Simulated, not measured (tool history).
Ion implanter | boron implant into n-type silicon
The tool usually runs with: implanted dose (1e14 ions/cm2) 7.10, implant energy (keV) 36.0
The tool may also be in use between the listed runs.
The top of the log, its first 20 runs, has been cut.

run	day	implanted dose (1e14 ions/cm2)	implant energy (keV)	read-back reference wafer on the same gauge, sheet resistance	sheet resistance of the implanted and annealed layer (ohm/square)
21	66.938	7.10	36.0	184.84	152.22
22	70.296	7.10	36.0	185.01	151.80
23	73.308	6.28	42.0	185.00	166.20
24	74.979	7.10	42.0	184.90	150.42
25	77.392	8.26	46.0	185.06	132.62
26	79.075	5.02	48.0	185.10	195.39
27	82.088	6.44	44.5	185.09	161.14
# day 82.550: Faraday cup replaced and dose calibrated
28	85.200	9.06	31.5	184.82	128.63
29	86.738	7.10	30.5	184.83	158.01
30	96.054	7.10	36.0	184.75	155.15
31	99.638	7.10	45.0	184.98	152.40
32	102.112	6.21	29.0	185.07	176.30
33	105.800	7.10	36.0	184.93	153.57
34	108.700	5.19	29.0	184.84	203.49
35	110.692	7.10	36.0	184.88	153.08
36	112.800	6.33	26.5	184.99	174.95

Predict each of these 5 candidate next runs independently; none follows another, all start after run 36:
A	112.817	7.10	36.0	?	?
B	112.817	5.18	25.0	?	?
C	112.817	5.40	32.5	?	?
D	112.817	9.11	36.0	?	?
E	112.817	8.97	29.0	?	?

run	read-back reference wafer on the same gauge, sheet resistance	sheet resistance of the implanted and annealed layer (ohm/square)
A	184.91	152.92
B	184.91	206.82
C	184.91	193.88
D	184.91	124.43
E	184.91	127.86
Take away the tool's hidden state, keep each run's random variation, and the runs would have read:
run	sheet resistance of the implanted and annealed layer (ohm/square)
A	155.16
B	209.88
C	196.74
D	126.26
E	129.79
